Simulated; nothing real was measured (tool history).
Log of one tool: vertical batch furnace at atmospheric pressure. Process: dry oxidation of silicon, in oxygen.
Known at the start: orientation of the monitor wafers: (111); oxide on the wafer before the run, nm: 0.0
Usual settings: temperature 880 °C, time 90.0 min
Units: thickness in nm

| run | day | temperature | time | wafers since the last listed run | hours since the last temperature calibration | hours since the boat lift was adjusted | hours since the gauge calibration | read-back reference wafer on the same gauge, thickness | thickness |
|---|---|---|---|---|---|---|---|---|---|
| 1 | 0.000 | 880 | 90.0 | 0 | 843.5 | 2586.4 | 1426.0 | 25.61 | 30.57 |
| 2 | 2.304 | 880 | 90.0 | 833 | 898.8 | 2641.7 | 1481.3 | 25.61 | 30.75 |
| 3 | 4.100 | 880 | 90.0 | 649 | 941.9 | 2684.8 | 1524.4 | 25.59 | 30.75 |
| 4 | 8.338 | 880 | 90.0 | 1532 | 1043.6 | 2786.5 | 1626.1 | 25.60 | 30.76 |
| 5 | 11.012 | 880 | 90.0 | 967 | 1107.8 | 2850.7 | 1690.3 | 25.60 | 30.79 |
| 6 | 14.254 | 880 | 90.0 | 1172 | 1185.6 | 2928.5 | 1768.1 | 25.59 | 30.91 |
| 7 | 17.538 | 872 | 90.0 | 1187 | 1264.4 | 3007.3 | 1846.9 | 25.61 | 28.30 |
| 8 | 27.000 | 872 | 90.0 | 3421 | 1491.5 | 3234.4 | 2074.0 | 25.61 | 28.42 |
| 9 | 29.654 | 880 | 90.0 | 959 | 1555.2 | 3298.1 | 2137.7 | 25.63 | 30.90 |
| 10 | 32.412 | 880 | 90.0 | 997 | 1621.4 | 3364.3 | 2203.9 | 25.58 | 31.00 |
|  | 33.188 | gauge calibrated |
| 11 | 34.179 | 880 | 90.0 | 638 | 1663.8 | 3406.7 | 23.8 | 25.60 | 30.80 |
| 12 | 38.300 | 899 | 90.0 | 1490 | 1762.7 | 3505.6 | 122.7 | 25.59 | 37.79 |
| 13 | 41.542 | 871 | 120.0 | 1172 | 1840.5 | 3583.4 | 200.5 | 25.59 | 34.31 |
| 14 | 45.950 | 899 | 101.5 | 1594 | 1946.3 | 3689.2 | 306.3 | 25.62 | 41.15 |
| 15 | 48.692 | 880 | 90.0 | 991 | 2012.1 | 3755.0 | 372.1 | 25.58 | 31.14 |
|  | 52.479 | boat lift adjusted |
| 16 | 52.500 | 903 | 105.5 | 1015 | 2103.5 | 0.5 | 463.5 | 25.57 | 44.07 |
| 17 | 55.142 | 880 | 90.0 | 955 | 2166.9 | 63.9 | 526.9 | 25.60 | 31.23 |
| 18 | 58.104 | 880 | 90.0 | 1071 | 2238.0 | 135.0 | 598.0 | 25.59 | 31.05 |
| 19 | 60.542 | 866 | 132.5 | 881 | 2296.5 | 193.5 | 656.5 | 25.61 | 35.21 |
| 20 | 64.212 | 880 | 90.0 | 1327 | 2384.6 | 281.6 | 744.6 | 25.60 | 31.01 |
|  | 68.433 | thermocouples replaced and temperature profile calibrated |
| 21 | 68.454 | 880 | 90.0 | 1172 | 0.5 | 383.4 | 846.4 | 25.61 | 30.34 |
| 22 | 69.912 | 893 | 90.0 | 527 | 35.5 | 418.4 | 881.4 | 25.60 | 34.75 |
| 23 | 78.425 | 865 | 63.5 | 3078 | 239.8 | 622.7 | 1085.7 | 25.59 | 20.26 |
| 24 | 86.183 | 888 | 110.0 | 2805 | 426.0 | 808.9 | 1271.9 | 25.58 | 37.96 |

Forecast each of these 3 alternatives for the next run:
| A | 86.400 | 880 | 90.0 | 78 | 431.2 | 814.1 | 1277.1 | ? | ? |
| B | 86.400 | 868 | 108.0 | 78 | 431.2 | 814.1 | 1277.1 | ? | ? |
| C | 86.400 | 893 | 127.0 | 78 | 431.2 | 814.1 | 1277.1 | ? | ? |

| run | read-back reference wafer on the same gauge, thickness | thickness |
|---|---|---|
| A | 25.57 | 30.72 |
| B | 25.57 | 30.69 |
| C | 25.57 | 44.68 |
Without the tool's hidden state the same runs would have given:
| run | thickness |
|---|---|
| A | 30.52 |
| B | 30.49 |
| C | 44.40 |
